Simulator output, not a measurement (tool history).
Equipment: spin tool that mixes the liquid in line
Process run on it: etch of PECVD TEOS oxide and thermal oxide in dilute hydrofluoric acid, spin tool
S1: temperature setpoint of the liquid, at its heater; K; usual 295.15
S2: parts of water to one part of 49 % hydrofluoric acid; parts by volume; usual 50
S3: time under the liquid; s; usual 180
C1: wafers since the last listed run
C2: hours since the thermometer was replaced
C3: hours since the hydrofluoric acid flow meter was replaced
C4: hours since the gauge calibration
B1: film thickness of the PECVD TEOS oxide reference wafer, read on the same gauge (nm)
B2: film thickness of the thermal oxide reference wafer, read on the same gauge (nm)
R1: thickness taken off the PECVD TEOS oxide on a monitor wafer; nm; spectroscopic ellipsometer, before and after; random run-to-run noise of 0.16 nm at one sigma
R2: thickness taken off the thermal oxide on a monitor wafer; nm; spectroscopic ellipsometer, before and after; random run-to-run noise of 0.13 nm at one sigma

Run 1, day 0: usual settings but S1 292.65 K; C1 0; C2 2847.1; C3 2356.1; C4 369; B1 139.94; B2 50. Result: R1 34.21 nm, R2 13.54 nm.
Run 2, day 0.392: usual settings; C1 49; C2 2856.5; C3 2365.5; C4 378.4; B1 139.97; B2 50.02. Result: R1 38.08 nm, R2 15.18 nm.
Run 3, day 0.846: usual settings; C1 56; C2 2867.4; C3 2376.4; C4 389.3; B1 140; B2 50. Result: R1 38.09 nm, R2 15.17 nm.
Run 4, day 1.117: usual settings but S1 290.15 K, S2 25 parts by volume, S3 150 s; C1 33; C2 2873.9; C3 2382.9; C4 395.8; B1 139.99; B2 50. Result: R1 52.14 nm, R2 20.7 nm.
Run 5, day 1.375: usual settings; C1 32; C2 2880.1; C3 2389.1; C4 402; B1 139.99; B2 49.96. Result: R1 37.7 nm, R2 15.16 nm.
Run 6, day 1.912: usual settings but S1 290.65 K, S2 35 parts by volume, S3 220 s; C1 67; C2 2893; C3 2402; C4 414.9; B1 140.02; B2 49.98. Result: R1 55.43 nm, R2 21.91 nm.
At day 2.5: thermometer replaced.
Run 7, day 2.612: usual settings but S2 30 parts by volume; C1 82; C2 2.7; C3 2418.8; C4 431.7; B1 139.96; B2 50.02. Result: R1 73.24 nm, R2 28.91 nm.
Run 8, day 3.025: usual settings but S1 299.65 K; C1 51; C2 12.6; C3 2428.7; C4 441.6; B1 140.03; B2 50. Result: R1 51.27 nm, R2 20.37 nm.
At day 3.067: gauge calibrated.
Run 9, day 3.3: usual settings but S2 35 parts by volume, S3 130 s; C1 34; C2 19.2; C3 2435.3; C4 5.6; B1 140; B2 50.02. Result: R1 44.88 nm, R2 17.72 nm.
Run 10, day 3.867: usual settings; C1 71; C2 32.8; C3 2448.9; C4 19.2; B1 139.98; B2 50.03. Result: R1 42.41 nm, R2 17.1 nm.
Run 11, day 4.296: usual settings; C1 53; C2 43.1; C3 2459.2; C4 29.5; B1 139.98; B2 49.97. Result: R1 42.78 nm, R2 17.02 nm.
Run 12, day 4.717: usual settings but S3 260 s; C1 52; C2 53.2; C3 2469.3; C4 39.6; B1 139.99; B2 49.99. Result: R1 61.56 nm, R2 24.27 nm.
Run 13, day 5.029: usual settings but S3 265 s; C1 39; C2 60.7; C3 2476.8; C4 47.1; B1 139.98; B2 49.97. Result: R1 62.78 nm, R2 25.27 nm.
Run 14, day 5.279: usual settings but S1 290.65 K, S3 260 s; C1 31; C2 66.7; C3 2482.8; C4 53.1; B1 140.01; B2 50.01. Result: R1 51.01 nm, R2 20.09 nm.
Run 15, day 5.692: usual settings but S1 299.65 K, S2 65 parts by volume; C1 51; C2 76.6; C3 2492.7; C4 63; B1 140; B2 50.02. Result: R1 38.53 nm, R2 15.29 nm.
At day 5.996: hydrofluoric acid flow meter replaced.
Run 16, day 6.225: usual settings but S1 300.15 K, S3 130 s; C1 61; C2 89.4; C3 5.5; C4 75.8; B1 139.99; B2 49.95. Result: R1 37.63 nm, R2 15.11 nm.
Run 17, day 6.871: usual settings; C1 81; C2 104.9; C3 21; C4 91.3; B1 140; B2 50.03. Result: R1 42.5 nm, R2 16.88 nm.
Run 18, day 7.317: usual settings but S1 292.65 K, S2 65 parts by volume; C1 55; C2 115.6; C3 31.7; C4 102; B1 139.99; B2 50. Result: R1 28.98 nm, R2 11.42 nm.
Run 19, day 7.779: usual settings but S2 70 parts by volume, S3 240 s; C1 58; C2 126.7; C3 42.8; C4 113.1; B1 139.97; B2 50.01. Result: R1 39.47 nm, R2 15.61 nm.
Run 20, day 8.429: usual settings; C1 81; C2 142.3; C3 58.4; C4 128.7; B1 140.02; B2 50. Result: R1 42.65 nm, R2 16.91 nm.
Run 21, day 8.696: usual settings but S2 60 parts by volume; C1 33; C2 148.7; C3 64.8; C4 135.1; B1 140; B2 50.01. Result: R1 34.92 nm, R2 14.04 nm.
Run 22, day 10.292: usual settings but S1 291.65 K; C1 200; C2 187; C3 103.1; C4 173.4; B1 139.97; B2 50. Result: R1 36.73 nm, R2 14.44 nm.
Run 23, day 10.554: usual settings but S1 298.65 K, S2 65 parts by volume, S3 90 s; C1 32; C2 193.3; C3 109.4; C4 179.7; B1 140.02; B2 49.97. Result: R1 18.49 nm, R2 7.28 nm.
Run 24, day 11.3: usual settings but S1 292.65 K, S3 145 s; C1 93; C2 211.2; C3 127.3; C4 197.6; B1 140.03; B2 49.99. Result: R1 30.75 nm, R2 12.38 nm.
Run 25, day 11.979: usual settings but S1 297.15 K, S3 70 s; C1 85; C2 227.5; C3 143.6; C4 213.9; B1 139.97; B2 49.98. Result: R1 17.94 nm, R2 7 nm.

Run 26 is up next; what results do you expect?
Run 26, day 12.346: usual settings but S1 290.65 K, S2 70 parts by volume, S3 85 s; C1 45; C2 236.3; C3 152.4; C4 222.7; B1 ?; B2 ?. Result: R1 ?, R2 ?.

B1: 139.98
B2: 50
R1: 11.54 nm
R2: 4.65 nm
Without the tool's hidden state the same run would have given R1 11.69 nm, R2 4.7 nm.
